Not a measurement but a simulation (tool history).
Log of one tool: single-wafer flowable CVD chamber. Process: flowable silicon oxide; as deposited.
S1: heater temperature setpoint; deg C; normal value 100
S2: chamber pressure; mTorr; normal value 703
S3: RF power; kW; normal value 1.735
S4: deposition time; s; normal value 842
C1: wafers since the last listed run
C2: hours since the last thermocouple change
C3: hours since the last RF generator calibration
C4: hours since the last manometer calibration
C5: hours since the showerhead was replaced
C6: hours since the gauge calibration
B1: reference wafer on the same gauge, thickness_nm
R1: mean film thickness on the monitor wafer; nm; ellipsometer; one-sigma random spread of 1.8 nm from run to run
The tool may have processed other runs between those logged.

run   hour   S1   S2     S3    S4   C1      C2      C3      C4      C5     C6       B1       R1
  1    0.0  100  703  1.735   842    0   842.9  2096.1  1333.2  7548.0  285.6  548.231  492.159
       3.8  -- gauge calibrated
  2    9.4  100  703  1.735   842   26   852.3  2105.5  1342.6  7557.4    5.6  549.277  490.293
  3   24.3  100  703  1.735   842   42   867.2  2120.4  1357.5  7572.3   20.5  548.579  494.935
  4   34.8  100  703  1.735   842   30   877.7  2130.9  1368.0  7582.8   31.0  548.503  494.003
  5   42.2  100  703  1.735   842   21   885.1  2138.3  1375.4  7590.2   38.4  549.611  492.058
  6   57.5  110  703  1.735   842   43   900.4  2153.6  1390.7  7605.5   53.7  549.042  368.160
  7   69.4  100  703  1.465   955   34   912.3  2165.5  1402.6  7617.4   65.6  548.929  539.086
  8   80.8  100  703  1.465   955   32   923.7  2176.9  1414.0  7628.8   77.0  549.078  537.664
  9   90.1  100  703  1.465   955   26   933.0  2186.2  1423.3  7638.1   86.3  549.491  537.791
 10  106.7  100  703  1.735   842   47   949.6  2202.8  1439.9  7654.7  102.9  549.173  490.689
 11  121.4  100  703  1.735   842   42   964.3  2217.5  1454.6  7669.4  117.6  548.458  491.444
 12  135.1  100  703  1.735   842   39   978.0  2231.2  1468.3  7683.1  131.3  548.903  491.513
 13  171.3  108  703  1.735   842  103  1014.2  2267.4  1504.5  7719.3  167.5  549.520  390.714
     181.6  -- thermocouple changed; heater temperature recalibrated
     186.6  -- RF generator calibrated
     187.4  -- showerhead replaced
     187.9  -- capacitance manometer re-zeroed and calibrated
 14  188.4  104  703  1.540   921    7     6.8     1.8     0.5     1.0  184.6  549.364  445.227
 15  196.0  100  625  1.500   842   21    14.4     9.4     8.1     8.6  192.2  549.395  404.932
 16  206.3  100  703  1.410  1004   29    24.7    19.7    18.4    18.9  202.5  549.246  536.873
 17  213.4  104  703  1.735   706   20    31.8    26.8    25.5    26.0  209.6  549.321  350.333
 18  229.7  113  703  1.520   916   46    48.1    43.1    41.8    42.3  225.9  548.739  341.770
 19  241.5  100  703  1.735   842   33    59.9    54.9    53.6    54.1  237.7  549.116  472.961
 20  255.0  100  703  1.735   842   38    73.4    68.4    67.1    67.6  251.2  548.677  474.738
     271.4  -- gauge calibrated
 21  272.1  100  632  1.530   842   48    90.5    85.5    84.2    84.7    0.7  548.548  419.104
 22  286.7  100  703  1.735   842   41   105.1   100.1    98.8    99.3   15.3  548.738  477.638
 23  292.9  104  642  2.035   842   17   111.3   106.3   105.0   105.5   21.5  549.589  401.662
 24  342.7  113  703  1.510   933  142   161.1   156.1   154.8   155.3   71.3  548.797  356.586
 25  354.8   91  703  1.520   842   34   173.2   168.2   166.9   167.4   83.4  549.413  613.120

4 options for the next run, each taken on its own from the tool as it stands now. Forecast them:
  A  355.4  100  703  1.735  842   1  173.8  168.8  167.5  168.0  84.0   ?   ?
  B  355.4   90  703  1.735  842   1  173.8  168.8  167.5  168.0  84.0   ?   ?
  C  355.4  110  703  1.525  674   1  173.8  168.8  167.5  168.0  84.0   ?   ?
  D  355.4   89  703  1.735  842   1  173.8  168.8  167.5  168.0  84.0   ?   ?

run       B1       R1
  A  548.605  483.817
  B  548.605  646.052
  C  548.605  281.189
  D  548.605  662.953
Without the tool's hidden state the same runs would have given:
run       R1
  A  459.277
  B  614.294
  C  266.696
  D  632.912
